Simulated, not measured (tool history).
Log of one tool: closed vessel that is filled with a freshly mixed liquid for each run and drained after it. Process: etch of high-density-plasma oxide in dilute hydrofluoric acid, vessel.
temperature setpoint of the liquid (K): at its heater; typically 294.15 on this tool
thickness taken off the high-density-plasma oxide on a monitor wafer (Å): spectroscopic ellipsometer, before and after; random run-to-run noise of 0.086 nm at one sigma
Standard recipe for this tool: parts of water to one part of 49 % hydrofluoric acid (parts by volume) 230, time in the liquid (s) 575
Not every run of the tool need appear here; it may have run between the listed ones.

run,day,temperature setpoint of the liquid (K),parts of water to one part of 49 % hydrofluoric acid (parts by volume),time in the liquid (s),"read-back film thickness of the high-density-plasma oxide reference wafer, read on the same gauge (nm)",thickness taken off the high-density-plasma oxide on a monitor wafer (Å)
1,0.000,294.15,230,575,112.58,218.2
2,3.733,294.15,230,575,112.86,218.1
3,5.767,294.15,230,575,113.01,219.0
4,9.871,292.65,230,575,113.20,206.5
5,14.254,292.65,230,575,113.38,206.6
6,17.579,292.65,230,575,113.46,206.5
7,20.225,294.15,230,575,113.52,219.2
8,24.167,297.65,230,575,113.60,250.2
9,26.442,297.65,230,575,113.61,250.0
# day 28.112: gauge calibrated
# day 28.283: thermometer replaced
10,30.812,294.15,230,425,110.50,157.6
11,33.646,294.15,185,575,111.20,280.5
# day 36.750: hydrofluoric acid flow meter replaced
12,37.958,294.15,230,910,111.99,343.5
13,41.675,294.15,230,245,112.53,92.3
14,45.167,295.65,170,725,112.87,419.0
15,48.671,298.65,230,575,113.18,257.9
16,51.988,294.15,230,425,113.38,160.7
17,54.508,292.65,325,305,113.52,71.7
18,57.854,294.15,230,575,113.66,218.4
19,61.621,294.15,115,900,113.77,777.1
20,65.496,294.15,230,740,113.86,284.5
# day 67.608: gauge calibrated
21,69.225,294.15,230,335,110.50,124.0

Results per run with the tool's hidden condition removed, run-to-run variation unchanged:
What the log doesn't record here: liquid hotter than its thermometer reads (K); hydrofluoric acid flow below the setpoint (%); gauge reads high (%).
run,thickness taken off the high-density-plasma oxide on a monitor wafer (Å)
1,213.2
2,212.6
3,213.2
4,200.7
5,200.4
6,200.2
7,212.4
8,242.3
9,242.0
10,156.9
11,277.4
12,337.4
13,90.2
14,408.3
15,250.7
16,155.9
17,69.4
18,211.4
19,751.3
20,274.9
21,123.5
